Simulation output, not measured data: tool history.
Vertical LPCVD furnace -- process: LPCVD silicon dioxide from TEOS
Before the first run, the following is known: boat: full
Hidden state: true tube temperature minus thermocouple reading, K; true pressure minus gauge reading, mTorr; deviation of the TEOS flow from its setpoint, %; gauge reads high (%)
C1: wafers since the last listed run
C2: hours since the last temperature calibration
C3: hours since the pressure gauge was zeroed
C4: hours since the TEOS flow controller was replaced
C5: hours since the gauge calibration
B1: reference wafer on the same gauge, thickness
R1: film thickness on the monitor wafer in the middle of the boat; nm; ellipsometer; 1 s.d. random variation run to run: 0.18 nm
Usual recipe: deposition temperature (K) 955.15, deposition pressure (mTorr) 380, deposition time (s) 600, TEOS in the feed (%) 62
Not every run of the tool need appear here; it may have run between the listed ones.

{"run": 1, "hour": 0.0, "deposition temperature (K)": 955.15, "deposition pressure (mTorr)": 380, "deposition time (s)": 600, "TEOS in the feed (%)": 62, "C1": 0, "C2": 1963.5, "C3": 1234.6, "C4": 6241.9, "C5": 162.5, "B1": 53.62, "R1": 57.08}
{"run": 2, "hour": 9.8, "deposition temperature (K)": 955.15, "deposition pressure (mTorr)": 380, "deposition time (s)": 600, "TEOS in the feed (%)": 62, "C1": 250, "C2": 1973.3, "C3": 1244.4, "C4": 6251.7, "C5": 172.3, "B1": 53.61, "R1": 57.02}
{"run": 3, "hour": 26.6, "deposition temperature (K)": 955.15, "deposition pressure (mTorr)": 380, "deposition time (s)": 600, "TEOS in the feed (%)": 62, "C1": 429, "C2": 1990.1, "C3": 1261.2, "C4": 6268.5, "C5": 189.1, "B1": 53.51, "R1": 57.38}
{"run": 4, "hour": 37.4, "deposition temperature (K)": 955.15, "deposition pressure (mTorr)": 455, "deposition time (s)": 600, "TEOS in the feed (%)": 62, "C1": 276, "C2": 2000.9, "C3": 1272, "C4": 6279.3, "C5": 199.9, "B1": 53.61, "R1": 62.31}
{"run": 5, "hour": 48.8, "deposition temperature (K)": 955.15, "deposition pressure (mTorr)": 455, "deposition time (s)": 600, "TEOS in the feed (%)": 62, "C1": 291, "C2": 2012.3, "C3": 1283.4, "C4": 6290.7, "C5": 211.3, "B1": 53.55, "R1": 62.85}
{"run": 6, "hour": 59.1, "deposition temperature (K)": 955.15, "deposition pressure (mTorr)": 455, "deposition time (s)": 600, "TEOS in the feed (%)": 62, "C1": 263, "C2": 2022.6, "C3": 1293.7, "C4": 6301, "C5": 221.6, "B1": 53.6, "R1": 62.64}
{"run": 7, "hour": 70.0, "deposition temperature (K)": 955.15, "deposition pressure (mTorr)": 380, "deposition time (s)": 600, "TEOS in the feed (%)": 62, "C1": 278, "C2": 2033.5, "C3": 1304.6, "C4": 6311.9, "C5": 232.5, "B1": 53.61, "R1": 57.31}
{"run": 8, "hour": 76.5, "deposition temperature (K)": 955.15, "deposition pressure (mTorr)": 380, "deposition time (s)": 600, "TEOS in the feed (%)": 62, "C1": 166, "C2": 2040, "C3": 1311.1, "C4": 6318.4, "C5": 239, "B1": 53.61, "R1": 57.81}
{"run": 9, "hour": 83.9, "deposition temperature (K)": 955.15, "deposition pressure (mTorr)": 380, "deposition time (s)": 600, "TEOS in the feed (%)": 62, "C1": 189, "C2": 2047.4, "C3": 1318.5, "C4": 6325.8, "C5": 246.4, "B1": 53.55, "R1": 57.65}
{"hour": 112.6, "done": "thermocouples replaced and temperature profile calibrated"}
{"run": 10, "hour": 113.1, "deposition temperature (K)": 955.15, "deposition pressure (mTorr)": 380, "deposition time (s)": 600, "TEOS in the feed (%)": 62, "C1": 133, "C2": 0.5, "C3": 1347.7, "C4": 6355, "C5": 275.6, "B1": 53.66, "R1": 51.31}
{"run": 11, "hour": 116.1, "deposition temperature (K)": 955.15, "deposition pressure (mTorr)": 380, "deposition time (s)": 600, "TEOS in the feed (%)": 62, "C1": 76, "C2": 3.5, "C3": 1350.7, "C4": 6358, "C5": 278.6, "B1": 53.56, "R1": 51.04}
{"run": 12, "hour": 119.9, "deposition temperature (K)": 964.15, "deposition pressure (mTorr)": 380, "deposition time (s)": 600, "TEOS in the feed (%)": 62, "C1": 97, "C2": 7.3, "C3": 1354.5, "C4": 6361.8, "C5": 282.4, "B1": 53.65, "R1": 63.8}
{"run": 13, "hour": 157.8, "deposition temperature (K)": 964.15, "deposition pressure (mTorr)": 380, "deposition time (s)": 600, "TEOS in the feed (%)": 62, "C1": 969, "C2": 45.2, "C3": 1392.4, "C4": 6399.7, "C5": 320.3, "B1": 53.59, "R1": 63.34}
{"run": 14, "hour": 174.2, "deposition temperature (K)": 955.15, "deposition pressure (mTorr)": 380, "deposition time (s)": 600, "TEOS in the feed (%)": 62, "C1": 419, "C2": 61.6, "C3": 1408.8, "C4": 6416.1, "C5": 336.7, "B1": 53.57, "R1": 51.01}
{"run": 15, "hour": 189.5, "deposition temperature (K)": 949.15, "deposition pressure (mTorr)": 415, "deposition time (s)": 510, "TEOS in the feed (%)": 54, "C1": 391, "C2": 76.9, "C3": 1424.1, "C4": 6431.4, "C5": 352, "B1": 53.56, "R1": 36.64}
{"run": 16, "hour": 199.1, "deposition temperature (K)": 944.15, "deposition pressure (mTorr)": 430, "deposition time (s)": 510, "TEOS in the feed (%)": 62, "C1": 245, "C2": 86.5, "C3": 1433.7, "C4": 6441, "C5": 361.6, "B1": 53.66, "R1": 35.45}
{"hour": 204.2, "done": "gauge calibrated"}
{"hour": 236.9, "done": "pressure gauge zeroed"}
{"run": 17, "hour": 237.4, "deposition temperature (K)": 955.15, "deposition pressure (mTorr)": 445, "deposition time (s)": 600, "TEOS in the feed (%)": 62, "C1": 365, "C2": 124.8, "C3": 0.5, "C4": 6479.3, "C5": 33.2, "B1": 53.6, "R1": 55.4}
{"run": 18, "hour": 240.3, "deposition temperature (K)": 955.15, "deposition pressure (mTorr)": 380, "deposition time (s)": 600, "TEOS in the feed (%)": 62, "C1": 12, "C2": 127.7, "C3": 3.4, "C4": 6482.2, "C5": 36.1, "B1": 53.61, "R1": 51.27}
{"run": 19, "hour": 243.3, "deposition temperature (K)": 959.15, "deposition pressure (mTorr)": 380, "deposition time (s)": 480, "TEOS in the feed (%)": 62, "C1": 0, "C2": 130.7, "C3": 6.4, "C4": 6485.2, "C5": 39.1, "B1": 53.66, "R1": 45.13}
{"hour": 261.9, "done": "TEOS flow controller replaced"}
{"run": 20, "hour": 262.4, "deposition temperature (K)": 961.15, "deposition pressure (mTorr)": 420, "deposition time (s)": 600, "TEOS in the feed (%)": 53, "C1": 13, "C2": 149.8, "C3": 25.5, "C4": 0.5, "C5": 58.2, "B1": 53.6, "R1": 57.63}
{"run": 21, "hour": 265.3, "deposition temperature (K)": 950.15, "deposition pressure (mTorr)": 470, "deposition time (s)": 360, "TEOS in the feed (%)": 62, "C1": 74, "C2": 152.7, "C3": 28.4, "C4": 3.4, "C5": 61.1, "B1": 53.6, "R1": 30.21}
{"run": 22, "hour": 268.3, "deposition temperature (K)": 951.15, "deposition pressure (mTorr)": 445, "deposition time (s)": 780, "TEOS in the feed (%)": 67, "C1": 76, "C2": 155.7, "C3": 31.4, "C4": 6.4, "C5": 64.1, "B1": 53.64, "R1": 68.28}
{"run": 23, "hour": 285.5, "deposition temperature (K)": 948.15, "deposition pressure (mTorr)": 450, "deposition time (s)": 750, "TEOS in the feed (%)": 62, "C1": 440, "C2": 172.9, "C3": 48.6, "C4": 23.6, "C5": 81.3, "B1": 53.6, "R1": 58.68}
{"run": 24, "hour": 296.9, "deposition temperature (K)": 960.15, "deposition pressure (mTorr)": 310, "deposition time (s)": 750, "TEOS in the feed (%)": 57, "C1": 291, "C2": 184.3, "C3": 60, "C4": 35, "C5": 92.7, "B1": 53.63, "R1": 62.53}
{"run": 25, "hour": 314.8, "deposition temperature (K)": 955.15, "deposition pressure (mTorr)": 380, "deposition time (s)": 600, "TEOS in the feed (%)": 62, "C1": 457, "C2": 202.2, "C3": 77.9, "C4": 52.9, "C5": 110.6, "B1": 53.6, "R1": 50.76}
{"run": 26, "hour": 323.2, "deposition temperature (K)": 955.15, "deposition pressure (mTorr)": 380, "deposition time (s)": 600, "TEOS in the feed (%)": 62, "C1": 214, "C2": 210.6, "C3": 86.3, "C4": 61.3, "C5": 119, "B1": 53.58, "R1": 51.12}
{"run": 27, "hour": 338.6, "deposition temperature (K)": 949.15, "deposition pressure (mTorr)": 405, "deposition time (s)": 450, "TEOS in the feed (%)": 62, "C1": 393, "C2": 226, "C3": 101.7, "C4": 76.7, "C5": 134.4, "B1": 53.6, "R1": 34.35}
{"run": 28, "hour": 350.9, "deposition temperature (K)": 955.15, "deposition pressure (mTorr)": 380, "deposition time (s)": 600, "TEOS in the feed (%)": 62, "C1": 314, "C2": 238.3, "C3": 114, "C4": 89, "C5": 146.7, "B1": 53.58, "R1": 51.13}
{"run": 29, "hour": 358.2, "deposition temperature (K)": 955.15, "deposition pressure (mTorr)": 380, "deposition time (s)": 600, "TEOS in the feed (%)": 57, "C1": 186, "C2": 245.6, "C3": 121.3, "C4": 96.3, "C5": 154, "B1": 53.56, "R1": 49.11}

Each row is a separate what-if for the run after 29, all from the same tool condition, not one after another. Results?
{"run": "A", "hour": 361.3, "deposition temperature (K)": 955.15, "deposition pressure (mTorr)": 380, "deposition time (s)": 600, "TEOS in the feed (%)": 62, "C1": 79, "C2": 248.7, "C3": 124.4, "C4": 99.4, "C5": 157.1, "B1": "?", "R1": "?"}
{"run": "B", "hour": 361.3, "deposition temperature (K)": 960.15, "deposition pressure (mTorr)": 380, "deposition time (s)": 600, "TEOS in the feed (%)": 53, "C1": 79, "C2": 248.7, "C3": 124.4, "C4": 99.4, "C5": 157.1, "B1": "?", "R1": "?"}
{"run": "C", "hour": 361.3, "deposition temperature (K)": 962.15, "deposition pressure (mTorr)": 460, "deposition time (s)": 480, "TEOS in the feed (%)": 59, "C1": 79, "C2": 248.7, "C3": 124.4, "C4": 99.4, "C5": 157.1, "B1": "?", "R1": "?"}
{"run": "D", "hour": 361.3, "deposition temperature (K)": 944.15, "deposition pressure (mTorr)": 380, "deposition time (s)": 600, "TEOS in the feed (%)": 62, "C1": 79, "C2": 248.7, "C3": 124.4, "C4": 99.4, "C5": 157.1, "B1": "?", "R1": "?"}
{"run": "E", "hour": 361.3, "deposition temperature (K)": 947.15, "deposition pressure (mTorr)": 380, "deposition time (s)": 600, "TEOS in the feed (%)": 58, "C1": 79, "C2": 248.7, "C3": 124.4, "C4": 99.4, "C5": 157.1, "B1": "?", "R1": "?"}

run=A B1=53.52 R1=51.21
run=B B1=53.52 R1=53.39
run=C B1=53.52 R1=52
run=D B1=53.52 R1=39.15
run=E B1=53.52 R1=40.77
With the hidden condition removed and each run's random variation left untouched, the same runs would have given:
run=A R1=50.79
run=B R1=52.95
run=C R1=51.57
run=D R1=38.81
run=E R1=40.42

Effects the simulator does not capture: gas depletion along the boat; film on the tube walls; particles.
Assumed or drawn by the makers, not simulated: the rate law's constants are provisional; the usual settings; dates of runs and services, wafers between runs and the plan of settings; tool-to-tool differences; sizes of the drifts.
